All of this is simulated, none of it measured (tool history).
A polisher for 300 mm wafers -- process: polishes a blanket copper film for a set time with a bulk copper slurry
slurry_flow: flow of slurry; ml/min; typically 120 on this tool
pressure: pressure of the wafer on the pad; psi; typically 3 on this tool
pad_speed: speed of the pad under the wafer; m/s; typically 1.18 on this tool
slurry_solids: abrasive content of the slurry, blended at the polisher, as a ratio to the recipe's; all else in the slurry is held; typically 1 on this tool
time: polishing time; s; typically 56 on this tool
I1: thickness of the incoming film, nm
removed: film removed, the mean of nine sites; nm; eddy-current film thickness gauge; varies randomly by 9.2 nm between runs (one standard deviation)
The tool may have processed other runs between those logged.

{"run": 1, "day": 0.0, "slurry_flow": 120, "pressure": 3, "pad_speed": 1.18, "slurry_solids": 1.1, "time": 48, "I1": 2130.7, "removed": 555.2}
{"run": 2, "day": 1.404, "slurry_flow": 120, "pressure": 3, "pad_speed": 1.18, "slurry_solids": 1.1, "time": 48, "I1": 2161.8, "removed": 520.9}
{"run": 3, "day": 2.742, "slurry_flow": 120, "pressure": 3, "pad_speed": 1.18, "slurry_solids": 1, "time": 70, "I1": 2138.5, "removed": 763.6}
{"run": 4, "day": 5.279, "slurry_flow": 120, "pressure": 3, "pad_speed": 1.18, "slurry_solids": 1, "time": 70, "I1": 2101.8, "removed": 737.6}
{"day": 5.942, "done": "worn pad replaced by a new one"}
{"day": 6.046, "done": "slurry blender recalibrated"}
{"run": 5, "day": 7.104, "slurry_flow": 120, "pressure": 3, "pad_speed": 1.18, "slurry_solids": 1, "time": 56, "I1": 2148, "removed": 616.3}
{"day": 11.675, "done": "slurry blender recalibrated"}
{"day": 12.979, "done": "worn pad replaced by a new one"}
{"day": 13.171, "done": "head pressure recalibrated"}
{"run": 6, "day": 14.229, "slurry_flow": 120, "pressure": 3, "pad_speed": 1.18, "slurry_solids": 1.15, "time": 56, "I1": 2118.9, "removed": 610.7}
{"run": 7, "day": 17.104, "slurry_flow": 120, "pressure": 3, "pad_speed": 1.18, "slurry_solids": 1.15, "time": 56, "I1": 2130.7, "removed": 569.6}
{"day": 17.408, "done": "slurry blender recalibrated"}
{"day": 18.65, "done": "slurry nozzle cleaned"}
{"run": 8, "day": 19.05, "slurry_flow": 120, "pressure": 3, "pad_speed": 1.18, "slurry_solids": 0.8, "time": 65, "I1": 2105, "removed": 706.7}
{"day": 19.588, "done": "worn pad replaced by a new one"}
{"run": 9, "day": 21.454, "slurry_flow": 120, "pressure": 3, "pad_speed": 0.86, "slurry_solids": 1, "time": 56, "I1": 2129.9, "removed": 482.7}

Run 10 comes next. What will it give?
{"day": 23.683, "done": "slurry blender recalibrated"}
{"run": 10, "day": 23.879, "slurry_flow": 110, "pressure": 2.4, "pad_speed": 1.18, "slurry_solids": 1.15, "time": 63, "I1": 2133.6, "removed": "?"}

removed: 573.3 nm
If the tool had no hidden condition, the same run with the same run-to-run variation would have returned removed 587.3 nm.
